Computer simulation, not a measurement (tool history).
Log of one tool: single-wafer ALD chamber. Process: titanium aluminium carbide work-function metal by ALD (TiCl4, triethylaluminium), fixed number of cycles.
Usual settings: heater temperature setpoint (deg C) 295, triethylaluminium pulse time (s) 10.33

run    hour  heater temperature setpoint (deg C)  triethylaluminium pulse time (s)  read-back reference wafer on the same gauge, thickness_nm  mean film thickness on the monitor wafer (nm)
  1       0                                  295                             10.33                                                      2.155                                          2.428
  2    88.2                                  295                             10.33                                                      2.156                                           2.41
      157.4  -- triethylaluminium bottle replaced
  3   189.8                                  295                             10.33                                                      2.169                                          2.424
  4   314.3                                  300                              11.5                                                      2.169                                          2.514
  5   375.6                                  300                              11.5                                                      2.172                                          2.524
  6   465.9                                  300                              11.5                                                      2.172                                          2.507
      507.4  -- gauge calibrated
      535.7  -- thermocouple changed; heater temperature recalibrated
  7   571.7                                  295                              12.4                                                      2.124                                          2.426
      670.6  -- triethylaluminium bottle replaced
  8   672.5                                  295                              12.4                                                      2.144                                          2.427
  9   778.5                                  302                             10.33                                                      2.162                                          2.523
 10   848.2                                  295                             10.33                                                      2.162                                          2.432
 11   914.3                                  285                             10.33                                                      2.168                                          2.335
      971.6  -- showerhead replaced
 12   976.2                                  295                             10.33                                                      2.177                                          2.427
 13  1030.7                                  288                             11.43                                                       2.18                                          2.353
 14  1101.3                                  281                              11.8                                                      2.177                                          2.307
 15  1145.8                                  285                             10.33                                                      2.178                                          2.337
     1243.4  -- triethylaluminium bottle replaced
 16  1251.2                                  289                              7.59                                                      2.184                                          2.323

Hidden state or all else? Some run-to-run changes of mean film thickness on the monitor wafer (nm), split into what the settings, what came in and random variation would give without the hidden state, and what is left for the hidden state (with any gauge scatter that isn't in both results):
The hidden state here: wafer temperature above the value expected at the setpoint (K); triethylaluminium dose above that of a fresh bottle (%); gauge reads high (%).
Run 6 -> 7: heater temperature setpoint (deg C) 300 -> 295, triethylaluminium pulse time (s) 11.5 -> 12.4, gauge calibrated, thermocouple changed; heater temperature recalibrated. mean film thickness on the monitor wafer (nm) -0.081: hidden state -0.053, all else -0.028.
Run 10 -> 11: heater temperature setpoint (deg C) 295 -> 285. mean film thickness on the monitor wafer (nm) -0.097: hidden state +0.003, all else -0.1.

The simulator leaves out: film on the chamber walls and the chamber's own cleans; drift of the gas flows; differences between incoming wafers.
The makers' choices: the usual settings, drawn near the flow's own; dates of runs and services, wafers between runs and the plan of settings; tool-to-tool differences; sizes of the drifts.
